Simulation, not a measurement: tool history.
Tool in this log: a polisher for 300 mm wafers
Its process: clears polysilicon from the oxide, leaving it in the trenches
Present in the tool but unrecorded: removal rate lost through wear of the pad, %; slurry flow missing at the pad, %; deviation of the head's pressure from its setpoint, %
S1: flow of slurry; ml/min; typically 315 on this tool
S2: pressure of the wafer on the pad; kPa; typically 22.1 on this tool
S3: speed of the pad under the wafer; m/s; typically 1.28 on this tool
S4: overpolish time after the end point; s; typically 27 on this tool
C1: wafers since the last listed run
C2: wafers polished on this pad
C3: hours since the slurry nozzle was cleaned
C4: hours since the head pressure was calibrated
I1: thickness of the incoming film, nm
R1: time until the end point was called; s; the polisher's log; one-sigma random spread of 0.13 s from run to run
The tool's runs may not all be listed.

run,hour,S1,S2,S3,S4,C1,C2,C3,C4,I1,R1
1,0.0,315,22.1,1.42,27,0,1499,37.3,602.2,406.8,13.6
2,20.3,315,22.1,1.42,27,244,1744,57.6,622.5,399.7,13.5
3,48.3,315,22.1,1.28,27,337,2081,85.6,650.5,395.9,14.5
4,81.5,315,22.1,1.28,27,399,2481,118.8,683.7,394.4,14.5
# hour 93.6: worn pad replaced by a new one
5,111.8,315,22.1,1.28,27,316,219,149.1,714.0,408.1,15.2
6,132.4,345,24.1,1.28,27,248,467,169.7,734.6,396.3,13.0
# hour 151.9: slurry nozzle cleaned
7,164.2,315,22.1,1.28,27,370,838,12.3,766.4,404.4,14.9
8,184.6,315,22.1,1.28,27,245,1084,32.7,786.8,399.6,14.9
9,215.5,315,22.1,1.28,27,372,1456,63.6,817.7,396.3,14.6
10,248.4,315,22.1,1.28,27,396,1852,96.5,850.6,403.5,14.7
# hour 281.6: head pressure recalibrated
# hour 302.7: worn pad replaced by a new one
11,345.9,315,22.1,1.28,36,1102,519,194.0,64.3,401.0,14.9
# hour 351.9: slurry nozzle cleaned
12,368.5,315,22.1,1.28,36,260,779,16.6,86.9,396.0,14.6
13,401.2,315,22.1,1.28,27,393,1173,49.3,119.6,396.2,14.7
14,426.8,315,22.1,1.28,27,308,1482,74.9,145.2,405.8,15.1
15,453.4,315,22.1,1.28,27,320,1802,101.5,171.8,399.0,14.9
16,467.2,315,17.2,1.62,43,166,1968,115.3,185.6,403.9,15.1
17,480.2,270,26.2,1.04,15,156,2125,128.3,198.6,401.0,15.6
18,496.6,315,22.1,1.28,20,197,2322,144.7,215.0,400.2,14.7
19,512.9,315,22.1,1.16,12,196,2519,161.0,231.3,397.2,16.2
# hour 536.6: worn pad replaced by a new one
20,538.6,315,15.2,1.00,14,261,23,186.7,257.0,394.9,26.9
21,571.6,245,27.6,1.28,36,397,421,219.7,290.0,406.7,12.3
22,587.6,315,22.1,1.28,27,192,614,235.7,306.0,401.9,14.8
# hour 597.6: slurry nozzle cleaned
23,609.5,315,22.1,1.28,27,251,865,11.9,327.9,397.6,14.8
24,622.2,315,22.1,1.28,23,152,1018,24.6,340.6,396.4,14.7
25,653.3,240,22.1,1.66,22,374,1393,55.7,371.7,398.0,11.6
26,683.1,315,16.5,1.28,16,358,1752,85.5,401.5,401.1,19.9
27,717.8,215,14.5,1.28,16,417,2170,120.2,436.2,399.9,23.6
28,739.5,350,26.9,1.42,13,261,2431,141.9,457.9,396.9,10.8
# hour 765.7: worn pad replaced by a new one
29,770.1,210,22.1,1.28,27,320,52,172.5,488.5,396.7,15.4
# hour 788.1: slurry nozzle cleaned
30,793.3,315,22.1,1.28,27,267,320,5.2,511.7,397.9,14.6
31,807.4,315,22.1,1.28,27,169,490,19.3,525.8,394.5,14.2
32,836.5,315,22.1,1.28,27,350,840,48.4,554.9,400.5,14.7
33,854.0,315,22.1,1.28,27,210,1051,65.9,572.4,407.3,15.2

Hidden state at the last listed run before each entry between runs and at the first one after, where it differs:
Logged between run 4 and run 5: worn pad replaced by a new one (hour 93.6)
  both runs share identical hidden conditions
Logged between run 6 and run 7: slurry nozzle cleaned (hour 151.9)
  both runs share identical hidden conditions
Logged between run 10 and run 11: head pressure recalibrated (hour 281.6); worn pad replaced by a new one (hour 302.7)
  both runs share identical hidden conditions
Logged between run 11 and run 12: slurry nozzle cleaned (hour 351.9)
  both runs share identical hidden conditions
Logged between run 19 and run 20: worn pad replaced by a new one (hour 536.6)
  both runs share identical hidden conditions
Logged between run 22 and run 23: slurry nozzle cleaned (hour 597.6)
  both runs share identical hidden conditions
Logged between run 28 and run 29: worn pad replaced by a new one (hour 765.7)
  both runs share identical hidden conditions
Logged between run 29 and run 30: slurry nozzle cleaned (hour 788.1)
  both runs share identical hidden conditions
